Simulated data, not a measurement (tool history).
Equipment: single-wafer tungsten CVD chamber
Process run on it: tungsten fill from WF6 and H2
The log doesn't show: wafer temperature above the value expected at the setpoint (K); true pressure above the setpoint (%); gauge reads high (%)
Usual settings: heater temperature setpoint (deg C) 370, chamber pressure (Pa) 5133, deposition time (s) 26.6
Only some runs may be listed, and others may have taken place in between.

run	hour	heater temperature setpoint (deg C)	chamber pressure (Pa)	deposition time (s)	wafers since the last listed run	hours since the last thermocouple change	hours since the last manometer calibration	hours since the showerhead was replaced	hours since the gauge calibration	read-back reference wafer on the same gauge, thickness_nm	mean film thickness on the monitor wafer (Å)
1	0	370	5133	26.6	0	859.5	1356.8	5801.6	313.7	38.751	499.63
2	9.2	370	5133	26.6	143	868.7	1366	5810.8	322.9	38.838	491.48
3	24.5	370	5133	25	238	884	1381.3	5826.1	338.2	38.84	466.51
# hour 43.5: thermocouple changed; heater temperature recalibrated
# hour 45.1: showerhead replaced
4	45.6	370	5133	25	178	2.1	1402.4	0.5	359.3	38.75	448.94
5	49.7	370	5133	25	63	6.2	1406.5	4.6	363.4	38.766	441.11
6	61.8	370	4480	24.9	188	18.3	1418.6	16.7	375.5	38.767	411.73
7	70.5	370	4480	24.9	135	27	1427.3	25.4	384.2	38.836	406.32
8	87	370	4480	24.9	256	43.5	1443.8	41.9	400.7	38.789	412.48
9	103.3	370	5133	26.6	253	59.8	1460.1	58.2	417	38.804	476.46
10	119.7	370	5133	26.6	255	76.2	1476.5	74.6	433.4	38.804	473.96
11	135.9	364	4226	21.8	252	92.4	1492.7	90.8	449.6	38.778	305.56
12	142.4	359	5133	26.6	101	98.9	1499.2	97.3	456.1	38.827	366.34
13	160.3	356	4760	28.4	278	116.8	1517.1	115.2	474	38.821	347.95
14	175.2	370	5133	28.2	231	131.7	1532	130.1	488.9	38.835	511.1
15	186.2	370	5133	26.6	171	142.7	1543	141.1	499.9	38.819	478.37
16	201.3	370	6279	26.6	235	157.8	1558.1	156.2	515	38.845	533.72
17	217.8	378	6213	26.6	256	174.3	1574.6	172.7	531.5	38.785	637.66
18	229.9	365	4786	30.5	188	186.4	1586.7	184.8	543.6	38.771	472.56
19	237.5	366	6039	28.7	118	194	1594.3	192.4	551.2	38.798	512.5
# hour 249.3: capacitance manometer re-zeroed and calibrated
20	254.1	370	5133	26.6	133	210.6	4.8	209	567.8	38.798	481.51
21	266.4	385	4013	31.1	191	222.9	17.1	221.3	580.1	38.832	684.19
22	274.4	356	5133	29.2	124	230.9	25.1	229.3	588.1	38.772	377.04
23	290	383	4373	24.5	242	246.5	40.7	244.9	603.7	38.806	545.63
24	303.6	370	5133	26.6	211	260.1	54.3	258.5	617.3	38.789	480.84
# hour 303.8: gauge calibrated
25	315.9	361	5986	30.4	191	272.4	66.6	270.8	12.1	38.826	481.72
26	324.5	370	5133	26.6	133	281	75.2	279.4	20.7	38.892	481.59
27	335.4	377	5626	24.9	169	291.9	86.1	290.3	31.6	38.773	555.01
28	346.8	365	6386	29.3	177	303.3	97.5	301.7	43	38.803	539.19
29	361.9	370	5986	31.8	235	318.4	112.6	316.8	58.1	38.81	633.35
30	377.5	370	5133	26.6	242	334	128.2	332.4	73.7	38.75	482.33
31	386.2	361	5533	26.6	135	342.7	136.9	341.1	82.4	38.857	408.06
32	397.9	363	5653	30.8	182	354.4	148.6	352.8	94.1	38.769	502.9
33	424.2	370	5133	26.6	409	380.7	174.9	379.1	120.4	38.845	490.53
34	431.1	376	5133	30.2	107	387.6	181.8	386	127.3	38.803	629.66

Consider 4 possible next runs. They are alternatives, not a sequence: every one starts from the tool as it was left by run 34. What does each give?
A	431.5	370	5133	26.6	6	388	182.2	386.4	127.7	?	?
B	431.5	381	5693	26.6	6	388	182.2	386.4	127.7	?	?
C	431.5	381	5133	26.6	6	388	182.2	386.4	127.7	?	?
D	431.5	370	3933	26.6	6	388	182.2	386.4	127.7	?	?

run	read-back reference wafer on the same gauge, thickness_nm	mean film thickness on the monitor wafer (Å)
A	38.775	485.82
B	38.775	658.58
C	38.775	622.06
D	38.775	415.77
With the hidden condition removed and each run's random variation left untouched, the same runs would have given:
run	mean film thickness on the monitor wafer (Å)
A	472.33
B	641.17
C	605.62
D	404.23

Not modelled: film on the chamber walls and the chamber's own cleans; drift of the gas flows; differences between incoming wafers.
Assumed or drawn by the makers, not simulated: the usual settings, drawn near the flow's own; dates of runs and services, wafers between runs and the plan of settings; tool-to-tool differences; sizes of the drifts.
